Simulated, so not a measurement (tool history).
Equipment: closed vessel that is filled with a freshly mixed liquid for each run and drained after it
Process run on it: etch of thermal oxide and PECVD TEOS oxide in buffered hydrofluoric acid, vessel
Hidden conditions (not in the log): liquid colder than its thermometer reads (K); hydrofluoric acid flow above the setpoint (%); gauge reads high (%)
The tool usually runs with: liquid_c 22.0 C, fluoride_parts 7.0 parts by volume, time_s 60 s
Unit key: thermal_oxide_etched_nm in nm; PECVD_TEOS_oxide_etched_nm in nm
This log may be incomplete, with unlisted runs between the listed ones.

run,hour,liquid_c,fluoride_parts,time_s,wafers since the last listed run,hours since the thermometer was replaced,hours since the hydrofluoric acid flow meter was replaced,hours since the gauge calibration,"read-back film thickness of the thermal oxide reference wafer, read on the same gauge (nm)","read-back film thickness of the PECVD TEOS oxide reference wafer, read on the same gauge (nm)",thermal_oxide_etched_nm,PECVD_TEOS_oxide_etched_nm
1,0.0,22.0,7.0,60,0,1037.4,416.9,1697.1,130.00,60.01,86.43,262.49
2,40.2,18.0,7.0,60,4193,1077.6,457.1,1737.3,129.99,60.00,68.57,207.26
3,74.3,18.0,7.0,60,3557,1111.7,491.2,1771.4,130.00,59.99,68.89,207.35
4,163.8,18.0,7.0,60,9336,1201.2,580.7,1860.9,130.02,59.99,68.68,207.27
5,197.4,22.0,7.0,60,3504,1234.8,614.3,1894.5,129.99,60.01,86.30,259.47
6,248.3,22.0,5.5,80,5309,1285.7,665.2,1945.4,130.00,60.00,141.99,423.43
# hour 300.3: thermometer replaced
# hour 303.0: gauge calibrated
7,309.9,17.5,7.0,30,6321,9.6,726.8,6.9,130.01,59.99,34.25,103.21
8,364.6,24.0,5.0,60,5705,64.3,781.5,61.6,130.01,60.02,130.84,396.46
9,413.4,24.0,5.0,60,5090,113.1,830.3,110.4,130.02,60.02,131.64,399.84
10,454.2,17.5,5.0,35,4255,153.9,871.1,151.2,130.00,59.99,53.27,160.87
11,503.8,22.0,7.0,60,5173,203.5,920.7,200.8,129.98,60.00,88.41,266.87
12,553.1,20.0,7.0,90,5142,252.8,970.0,250.1,130.00,60.01,118.92,357.07
13,607.1,22.0,6.0,60,5632,306.8,1024.0,304.1,130.01,60.01,100.83,303.60
14,678.9,17.5,5.0,90,7489,378.6,1095.8,375.9,130.01,59.99,137.41,417.29
15,708.8,18.5,8.0,30,3118,408.5,1125.7,405.8,130.03,60.02,31.72,94.95
# hour 767.8: hydrofluoric acid flow meter replaced
16,790.7,22.0,7.0,80,8438,490.4,22.9,487.7,130.00,59.99,115.16,346.44
17,833.4,17.5,8.5,70,4454,533.1,65.6,530.4,130.00,60.01,63.17,190.85
18,868.4,18.5,5.0,60,3650,568.1,100.6,565.4,129.99,60.01,94.53,286.22
19,914.3,22.0,7.0,60,4787,614.0,146.5,611.3,130.00,59.99,86.44,259.43
20,961.9,19.0,7.0,85,4965,661.6,194.1,658.9,130.01,59.98,102.99,313.27
21,998.8,25.0,9.0,60,3849,698.5,231.0,695.8,130.02,59.98,77.73,233.67
22,1044.3,22.0,5.5,90,4746,744.0,276.5,741.3,130.00,60.01,158.97,477.51
23,1100.5,25.5,8.0,85,5862,800.2,332.7,797.5,129.99,59.99,128.68,384.84
24,1132.4,22.0,5.5,80,3327,832.1,364.6,829.4,130.00,59.98,140.73,429.88
25,1175.0,22.0,7.0,60,4443,874.7,407.2,872.0,129.96,59.99,86.38,261.42
26,1216.1,22.0,5.0,60,4287,915.8,448.3,913.1,129.98,60.01,115.80,347.18
27,1255.1,22.0,6.0,60,4068,954.8,487.3,952.1,130.00,59.99,98.25,299.43

Here are 3 independent what-if runs from the current tool condition. What would each one return?
A,1255.8,22.0,8.0,60,73,955.5,488.0,952.8,?,?,?,?
B,1255.8,20.0,10.0,70,73,955.5,488.0,952.8,?,?,?,?
C,1255.8,18.5,7.0,60,73,955.5,488.0,952.8,?,?,?,?

run,"read-back film thickness of the thermal oxide reference wafer, read on the same gauge (nm)","read-back film thickness of the PECVD TEOS oxide reference wafer, read on the same gauge (nm)",thermal_oxide_etched_nm,PECVD_TEOS_oxide_etched_nm
A,130.00,60.03,74.82,226.96
B,130.00,60.03,63.82,193.60
C,130.00,60.03,70.80,214.77
With no hidden state in the tool, these same runs would have given:
run,thermal_oxide_etched_nm,PECVD_TEOS_oxide_etched_nm
A,75.13,227.92
B,64.59,195.94
C,71.39,216.57
